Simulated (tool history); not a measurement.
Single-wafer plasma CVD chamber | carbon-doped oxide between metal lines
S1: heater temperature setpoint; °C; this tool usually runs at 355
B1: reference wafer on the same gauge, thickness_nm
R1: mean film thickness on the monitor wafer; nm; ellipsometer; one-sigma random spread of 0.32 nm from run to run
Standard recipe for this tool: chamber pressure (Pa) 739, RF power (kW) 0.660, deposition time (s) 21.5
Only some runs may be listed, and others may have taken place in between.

Run 1, day 0.000: usual settings but S1 366 °C, RF power (kW) 0.725; B1 114.021. Result: R1 131.303 nm.
Run 2, day 2.829: usual settings but RF power (kW) 0.590; B1 113.955. Result: R1 116.975 nm.
Run 3, day 4.950: usual settings but chamber pressure (Pa) 683; B1 113.872. Result: R1 124.110 nm.
Run 4, day 8.825: usual settings but chamber pressure (Pa) 683; B1 114.028. Result: R1 124.091 nm.
Run 5, day 10.979: usual settings; B1 114.011. Result: R1 126.129 nm.
Run 6, day 15.296: usual settings; B1 114.084. Result: R1 125.175 nm.
Run 7, day 19.288: usual settings; B1 114.058. Result: R1 125.697 nm.
Run 8, day 20.850: usual settings; B1 113.972. Result: R1 125.159 nm.
Run 9, day 23.967: usual settings; B1 113.983. Result: R1 125.415 nm.
Run 10, day 27.850: usual settings but S1 363 °C; B1 114.014. Result: R1 121.277 nm.
Run 11, day 29.562: usual settings but S1 363 °C; B1 113.945. Result: R1 122.395 nm.
Run 12, day 33.200: usual settings but chamber pressure (Pa) 799; B1 114.003. Result: R1 128.249 nm.
Run 13, day 37.879: usual settings but S1 352 °C; B1 114.140. Result: R1 130.694 nm.
Run 14, day 42.071: usual settings but S1 365 °C, chamber pressure (Pa) 628, RF power (kW) 0.560, deposition time (s) 18.2; B1 113.900. Result: R1 91.452 nm.
Run 15, day 43.729: usual settings; B1 113.969. Result: R1 129.161 nm.
Run 16, day 47.779: usual settings but S1 365 °C, chamber pressure (Pa) 845; B1 114.033. Result: R1 127.411 nm.
Run 17, day 49.567: usual settings; B1 113.888. Result: R1 128.949 nm.
Run 18, day 52.958: usual settings but S1 342 °C, chamber pressure (Pa) 611, deposition time (s) 20.4; B1 113.907. Result: R1 121.863 nm.
Run 19, day 56.421: usual settings but RF power (kW) 0.720, deposition time (s) 25.6; B1 114.092. Result: R1 161.375 nm.
Run 20, day 58.800: usual settings but S1 370 °C, chamber pressure (Pa) 800, RF power (kW) 0.780, deposition time (s) 24.6; B1 113.984. Result: R1 158.692 nm.
Run 21, day 61.938: usual settings but deposition time (s) 19.8; B1 114.094. Result: R1 117.700 nm.
Run 22, day 67.162: usual settings but S1 369 °C, chamber pressure (Pa) 577, RF power (kW) 0.715, deposition time (s) 22.9; B1 113.936. Result: R1 130.553 nm.
Run 23, day 69.275: usual settings but deposition time (s) 18.3; B1 114.026. Result: R1 108.976 nm.
Run 24, day 74.042: usual settings but RF power (kW) 0.530; B1 114.018. Result: R1 108.470 nm.
Run 25, day 76.904: usual settings; B1 113.891. Result: R1 126.448 nm.
Run 26, day 80.292: usual settings but S1 345 °C, RF power (kW) 0.540, deposition time (s) 17.3; B1 114.008. Result: R1 91.256 nm.

The log once held 5 entries between its listed runs, left out of this copy. Where does each go, and what is different about the tool's unlogged condition between the listed run before it and the listed run after it?
Between runs 11 and 12: thermocouple changed; heater temperature recalibrated (day 31.633)
  wafer temperature above the value expected at the setpoint (K): 6.68 -> -0.667; delivered RF power above the setpoint (%): -3.15 -> -3.57
  measured value less the no-hidden-state value, R1: -4.991 -> -2.964 nm
Between runs 12 and 13: RF generator calibrated (day 37.858)
  wafer temperature above the value expected at the setpoint (K): -0.667 -> 0.0225; delivered RF power above the setpoint (%): -3.57 -> -0.0745
  measured value less the no-hidden-state value, R1: -2.964 -> -0.075 nm
Between runs 17 and 18: gauge calibrated (day 49.708)
  wafer temperature above the value expected at the setpoint (K): 1.42 -> 1.75; delivered RF power above the setpoint (%): -0.242 -> -0.353
  measured value less the no-hidden-state value, R1: -0.774 -> -1.032 nm
Between runs 20 and 21: capacitance manometer re-zeroed and calibrated (day 60.238); showerhead replaced (day 60.512)
  wafer temperature above the value expected at the setpoint (K): 2.26 -> 2.51; delivered RF power above the setpoint (%): -0.609 -> -0.782
  measured value less the no-hidden-state value, R1: -1.561 -> -1.535 nm
